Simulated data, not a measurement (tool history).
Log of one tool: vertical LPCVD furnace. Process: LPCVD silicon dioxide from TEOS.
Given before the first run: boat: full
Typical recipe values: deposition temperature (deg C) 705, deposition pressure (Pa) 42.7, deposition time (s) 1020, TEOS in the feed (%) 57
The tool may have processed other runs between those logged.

| run | hour | deposition temperature (deg C) | deposition pressure (Pa) | deposition time (s) | TEOS in the feed (%) | wafers since the last listed run | hours since the last temperature calibration | hours since the pressure gauge was zeroed | hours since the TEOS flow controller was replaced | hours since the gauge calibration | read-back reference wafer on the same gauge, thickness | film thickness on the monitor wafer in the middle of the boat (angstrom) |
|---|---|---|---|---|---|---|---|---|---|---|---|---|
| 1 | 0 | 705 | 42.7 | 1020 | 57 | 0 | 1322.3 | 4362.8 | 2866.2 | 1451.9 | 114.04 | 1417.4 |
| 2 | 76.9 | 705 | 42.7 | 1020 | 57 | 724 | 1399.2 | 4439.7 | 2943.1 | 1528.8 | 114.1 | 1407.1 |
| 3 | 173.6 | 705 | 42.7 | 1020 | 57 | 911 | 1495.9 | 4536.4 | 3039.8 | 1625.5 | 114.09 | 1416.1 |
| 4 | 427.2 | 705 | 42.7 | 1020 | 57 | 2389 | 1749.5 | 4790 | 3293.4 | 1879.1 | 114.04 | 1417.1 |
| 5 | 463.7 | 705 | 42.7 | 1020 | 57 | 343 | 1786 | 4826.5 | 3329.9 | 1915.6 | 113.97 | 1420.6 |
| 6 | 548.1 | 705 | 42.7 | 1020 | 57 | 795 | 1870.4 | 4910.9 | 3414.3 | 2000 | 113.97 | 1414.1 |
| 7 | 635.5 | 705 | 42.7 | 1020 | 57 | 823 | 1957.8 | 4998.3 | 3501.7 | 2087.4 | 113.9 | 1419 |
| 8 | 724.9 | 705 | 42.7 | 1020 | 57 | 842 | 2047.2 | 5087.7 | 3591.1 | 2176.8 | 114.04 | 1414.3 |
|  | 782.9 | thermocouples replaced and temperature profile calibrated |
|  | 783.2 | gauge calibrated |
|  | 817.1 | TEOS flow controller replaced |
| 9 | 817.6 | 705 | 42.7 | 1020 | 57 | 421 | 34.7 | 5180.4 | 0.5 | 34.4 | 114.07 | 1398.6 |
| 10 | 847.9 | 705 | 42.7 | 1020 | 57 | 285 | 65 | 5210.7 | 30.8 | 64.7 | 114.03 | 1397.3 |
|  | 928.3 | pressure gauge zeroed |
| 11 | 928.8 | 705 | 36.7 | 1020 | 57 | 536 | 145.9 | 0.5 | 111.7 | 145.6 | 113.99 | 1267.7 |
| 12 | 1000.2 | 705 | 42.7 | 1020 | 57 | 672 | 217.3 | 71.9 | 183.1 | 217 | 113.88 | 1372.7 |
| 13 | 1076.3 | 708 | 42.7 | 1020 | 57 | 716 | 293.4 | 148 | 259.2 | 293.1 | 114.06 | 1470.8 |
| 14 | 1171 | 708 | 42.7 | 1020 | 57 | 892 | 388.1 | 242.7 | 353.9 | 387.8 | 113.9 | 1478.3 |
| 15 | 1225.8 | 698 | 49.3 | 1020 | 47 | 516 | 442.9 | 297.5 | 408.7 | 442.6 | 114.04 | 1150.8 |
| 16 | 1296 | 700 | 38 | 810 | 51 | 661 | 513.1 | 367.7 | 478.9 | 512.8 | 113.92 | 872.9 |
| 17 | 1394.6 | 700 | 38 | 810 | 51 | 928 | 611.7 | 466.3 | 577.5 | 611.4 | 113.95 | 875.3 |
| 18 | 1480.5 | 700 | 39.3 | 1260 | 61 | 809 | 697.6 | 552.2 | 663.4 | 697.3 | 113.94 | 1515.8 |
| 19 | 1585.1 | 705 | 50 | 1020 | 57 | 985 | 802.2 | 656.8 | 768 | 801.9 | 114.04 | 1505.6 |
| 20 | 1655.3 | 717 | 42.7 | 1170 | 57 | 661 | 872.4 | 727 | 838.2 | 872.1 | 113.95 | 2100.6 |
| 21 | 1700.1 | 705 | 42.7 | 1020 | 57 | 422 | 917.2 | 771.8 | 883 | 916.9 | 113.9 | 1397.9 |
| 22 | 1743.3 | 705 | 51.3 | 1020 | 66 | 407 | 960.4 | 815 | 926.2 | 960.1 | 114.02 | 1645 |
| 23 | 1793.7 | 705 | 42.7 | 1020 | 57 | 474 | 1010.8 | 865.4 | 976.6 | 1010.5 | 113.99 | 1390.3 |
| 24 | 1874 | 705 | 36.7 | 1020 | 57 | 756 | 1091.1 | 945.7 | 1056.9 | 1090.8 | 114.1 | 1299.4 |
| 25 | 1980.6 | 709 | 38.7 | 1440 | 50 | 1004 | 1197.7 | 1052.3 | 1163.5 | 1197.4 | 114.01 | 1930.5 |
| 26 | 2087.1 | 695 | 42.7 | 1020 | 57 | 1003 | 1304.2 | 1158.8 | 1270 | 1303.9 | 113.94 | 1109.3 |
| 27 | 2184.8 | 701 | 49.3 | 1020 | 57 | 920 | 1401.9 | 1256.5 | 1367.7 | 1401.6 | 113.96 | 1374.7 |
| 28 | 2237.1 | 711 | 42.7 | 690 | 57 | 492 | 1454.2 | 1308.8 | 1420 | 1453.9 | 113.98 | 1090.6 |

Across each entry between runs, compare the hidden state at the last listed run before it with the hidden state at the first listed run after it:
After run 8, before run 9: thermocouples replaced and temperature profile calibrated (hour 782.9); gauge calibrated (hour 783.2); TEOS flow controller replaced (hour 817.1)
  true tube temperature minus thermocouple reading, K: 0.743 -> 0.103; true pressure minus gauge reading, mTorr: 15.7 -> 15.8
  measured result minus the result with no hidden state, film thickness on the monitor wafer in the middle of the boat (angstrom): +57 -> +36.5
After run 10, before run 11: pressure gauge zeroed (hour 928.3)
  true tube temperature minus thermocouple reading, K: 0.128 -> 0.193; true pressure minus gauge reading, mTorr: 15.8 -> 1.05
  measured result minus the result with no hidden state, film thickness on the monitor wafer in the middle of the boat (angstrom): +37.3 -> +8.1
